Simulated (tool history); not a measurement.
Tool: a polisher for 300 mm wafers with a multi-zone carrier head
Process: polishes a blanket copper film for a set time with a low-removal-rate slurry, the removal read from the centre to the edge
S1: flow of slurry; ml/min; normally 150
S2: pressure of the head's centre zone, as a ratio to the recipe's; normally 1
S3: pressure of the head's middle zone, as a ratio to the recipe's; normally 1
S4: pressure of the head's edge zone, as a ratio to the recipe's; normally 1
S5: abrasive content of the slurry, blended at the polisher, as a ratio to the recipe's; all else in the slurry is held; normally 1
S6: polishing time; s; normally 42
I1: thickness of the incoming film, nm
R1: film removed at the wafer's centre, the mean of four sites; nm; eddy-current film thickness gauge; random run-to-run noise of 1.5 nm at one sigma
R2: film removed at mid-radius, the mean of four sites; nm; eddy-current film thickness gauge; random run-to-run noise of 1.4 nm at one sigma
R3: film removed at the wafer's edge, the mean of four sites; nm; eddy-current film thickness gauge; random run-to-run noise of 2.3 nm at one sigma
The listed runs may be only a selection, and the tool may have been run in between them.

run 1 hour=0 | S1=150 S2=1 S3=1 S4=1 S5=1 S6=42 | I1=1199.1 | R1=156.1 R2=158 R3=159.1
run 2 hour=42.9 | S1=115 S2=1 S3=1 S4=0.92 S5=1 S6=42 | I1=1227.4 | R1=147.1 R2=152.5 R3=151.8
-- hour=69.6 worn pad replaced by a new one
-- hour=75.6 centre zone pressure recalibrated
-- hour=125.8 slurry nozzle cleaned
run 3 hour=148.3 | S1=115 S2=1 S3=1 S4=0.92 S5=1 S6=42 | I1=1203.7 | R1=140.7 R2=144 R3=144.1
run 4 hour=193.5 | S1=115 S2=1 S3=1 S4=0.92 S5=1 S6=42 | I1=1197.9 | R1=137.9 R2=143.1 R3=145.2
-- hour=250.3 edge zone pressure recalibrated
run 5 hour=283.5 | S1=150 S2=1 S3=1 S4=1 S5=1 S6=42 | I1=1222 | R1=146.2 R2=151.4 R3=153.7
run 6 hour=354.3 | S1=150 S2=1 S3=1 S4=1 S5=1 S6=42 | I1=1195.7 | R1=147.6 R2=149.7 R3=152.1
run 7 hour=450.4 | S1=150 S2=1 S3=0.96 S4=1 S5=1 S6=55 | I1=1201.1 | R1=186.7 R2=188.4 R3=200.7
-- hour=522.3 worn pad replaced by a new one
run 8 hour=540.3 | S1=115 S2=1 S3=1 S4=0.92 S5=1 S6=42 | I1=1223.4 | R1=134.1 R2=139.1 R3=141.3
-- hour=580.7 carrier head's membrane replaced by a new one
-- hour=603.7 slurry nozzle cleaned, repeated, since the last time left the tool worse
run 9 hour=607 | S1=150 S2=1 S3=0.94 S4=1 S5=1 S6=42 | I1=1225.1 | R1=156.5 R2=154 R3=160
run 10 hour=686.1 | S1=150 S2=1 S3=1 S4=1 S5=1 S6=42 | I1=1208.3 | R1=156.6 R2=160.3 R3=158.6
run 11 hour=732.5 | S1=150 S2=1 S3=1 S4=1 S5=1 S6=47 | I1=1217.1 | R1=176.2 R2=180.3 R3=174.4
-- hour=784.9 centre zone pressure recalibrated
run 12 hour=833.9 | S1=130 S2=1 S3=1 S4=1 S5=1 S6=42 | I1=1199.2 | R1=149.6 R2=154.2 R3=156
-- hour=874.3 worn pad replaced by a new one
-- hour=895.4 edge zone pressure recalibrated
run 13 hour=916.5 | S1=150 S2=1 S3=1.11 S4=0.88 S5=1 S6=56 | I1=1187 | R1=210.2 R2=227.4 R3=206.4
run 14 hour=977.8 | S1=125 S2=1 S3=0.88 S4=1.1 S5=1 S6=55 | I1=1201 | R1=193.3 R2=184.6 R3=208.9
run 15 hour=1019.1 | S1=195 S2=1.06 S3=1 S4=1 S5=1 S6=42 | I1=1213 | R1=170.4 R2=162.7 R3=161.6
run 16 hour=1066.4 | S1=195 S2=1 S3=1 S4=0.91 S5=1 S6=42 | I1=1225.1 | R1=158.4 R2=164.2 R3=158
run 17 hour=1105.9 | S1=150 S2=1 S3=0.91 S4=1 S5=1 S6=42 | I1=1211.1 | R1=153 R2=146 R3=158.8
run 18 hour=1193.2 | S1=150 S2=0.95 S3=1 S4=1 S5=1 S6=30 | I1=1211.5 | R1=103.7 R2=110.4 R3=112.1
-- hour=1214.6 slurry nozzle cleaned
-- hour=1256 worn pad replaced by a new one
run 19 hour=1293.2 | S1=150 S2=1 S3=1 S4=1 S5=1 S6=42 | I1=1232.6 | R1=153.6 R2=159.8 R3=160.7
run 20 hour=1334.6 | S1=120 S2=1 S3=1 S4=1 S5=1 S6=42 | I1=1225.2 | R1=151.4 R2=155.9 R3=157.8
-- hour=1373.9 centre zone pressure recalibrated
run 21 hour=1404.4 | S1=150 S2=1 S3=0.93 S4=0.88 S5=0.8 S6=42 | I1=1218.1 | R1=143.5 R2=140.4 R3=143

Below are 4 alternative next runs, each starting from the tool's condition after run 21. Predict each:
run A hour=1404.8 | S1=150 S2=1 S3=1 S4=1 S5=1 S6=42 | I1=1219.2 | R1=? R2=? R3=?
run B hour=1404.8 | S1=150 S2=1 S3=1.06 S4=1 S5=1.25 S6=42 | I1=1219.2 | R1=? R2=? R3=?
run C hour=1404.8 | S1=150 S2=1 S3=1 S4=0.96 S5=1 S6=30 | I1=1219.2 | R1=? R2=? R3=?
run D hour=1404.8 | S1=100 S2=1 S3=1 S4=1.08 S5=0.85 S6=55 | I1=1219.2 | R1=? R2=? R3=?

run=A R1=156.7 R2=159.3 R3=159.3
run=B R1=167.9 R2=178.7 R3=170.5
run=C R1=111.9 R2=113.8 R3=112.4
run=D R1=183 R2=187.4 R3=195.2
With no hidden state in the tool, these same runs would have given:
run=A R1=158.1 R2=160.5 R3=160.2
run=B R1=169.4 R2=180.1 R3=171.4
run=C R1=112.9 R2=114.7 R3=113
run=D R1=185 R2=189.2 R3=196.5

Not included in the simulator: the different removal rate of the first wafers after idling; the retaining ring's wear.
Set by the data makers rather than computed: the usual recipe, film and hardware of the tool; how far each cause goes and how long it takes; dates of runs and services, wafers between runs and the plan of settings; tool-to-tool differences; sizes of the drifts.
